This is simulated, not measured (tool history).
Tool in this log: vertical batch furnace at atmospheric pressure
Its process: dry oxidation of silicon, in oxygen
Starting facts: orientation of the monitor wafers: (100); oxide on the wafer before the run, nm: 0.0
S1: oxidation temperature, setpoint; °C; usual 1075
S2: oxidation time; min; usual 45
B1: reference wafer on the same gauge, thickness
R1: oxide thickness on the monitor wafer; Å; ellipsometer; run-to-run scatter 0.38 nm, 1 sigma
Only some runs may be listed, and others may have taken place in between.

run,hour,S1,S2,B1,R1
1,0,1075,45,75.85,868.6
2,62.6,1075,45,75.91,870.9
3,137.3,1075,45,75.84,875.8
4,224.4,1075,45,75.98,872.8
5,284.1,1075,45,75.95,872.6
6,349.7,1093,52.5,75.91,1102.2
7,392.3,1093,52.5,75.89,1094.2
8,453.4,1075,45,75.95,875.6
9,508.5,1075,45,75.84,875.9
10,594.1,1075,45,75.88,874.3
11,694.1,1075,45,75.9,863.5
12,802.1,1075,45,75.85,871.3
13,849.5,1089,28,75.9,729
14,905,1089,28,75.92,724.2
15,994.8,1089,28,75.99,723
16,1056.4,1075,45,75.94,875.2
17,1144.9,1075,45,75.95,873.8
18,1376.2,1075,45,75.88,871.8
19,1474.9,1075,45,75.89,873.2
# hour 1633: boat lift adjusted
20,1688,1083,45,75.85,931.8
21,1771.6,1075,29,75.85,669.4
# hour 1827.5: gauge calibrated
22,1877.9,1075,45,75.9,875.3
23,1977.8,1052,45,75.88,720.3
24,2049.6,1093,52.5,75.96,1090
25,2141.8,1075,45,75.89,872.5
26,2240.5,1075,27.5,75.88,640
27,2316.8,1053,38.5,75.9,669.2
28,2400,1057,26,75.86,545.3
29,2447.4,1075,45,75.93,871.8
30,2511,1062,28,75.99,588.7
31,2612.3,1085,29,75.91,722.6
# hour 2673.1: thermocouples replaced and temperature profile calibrated
32,2680.1,1059,60.5,75.87,923.8
33,2745.1,1090,57,75.98,1119.3
34,2879.9,1065,45,75.84,804.7
35,2958.1,1075,26,75.95,622.6
36,3171,1075,45,75.91,871.6
37,3220.7,1054,45,75.94,730.9
38,3259,1058,25,75.88,531.4
39,3344.9,1075,45,75.92,879.1

Give the tool's hidden conditions for every run:
true tube temperature minus thermocouple reading, K: 0 at every run
monitor wafer colder than the profiled boat position, K: 0 at every run
gauge reads high (%): 0 at every run
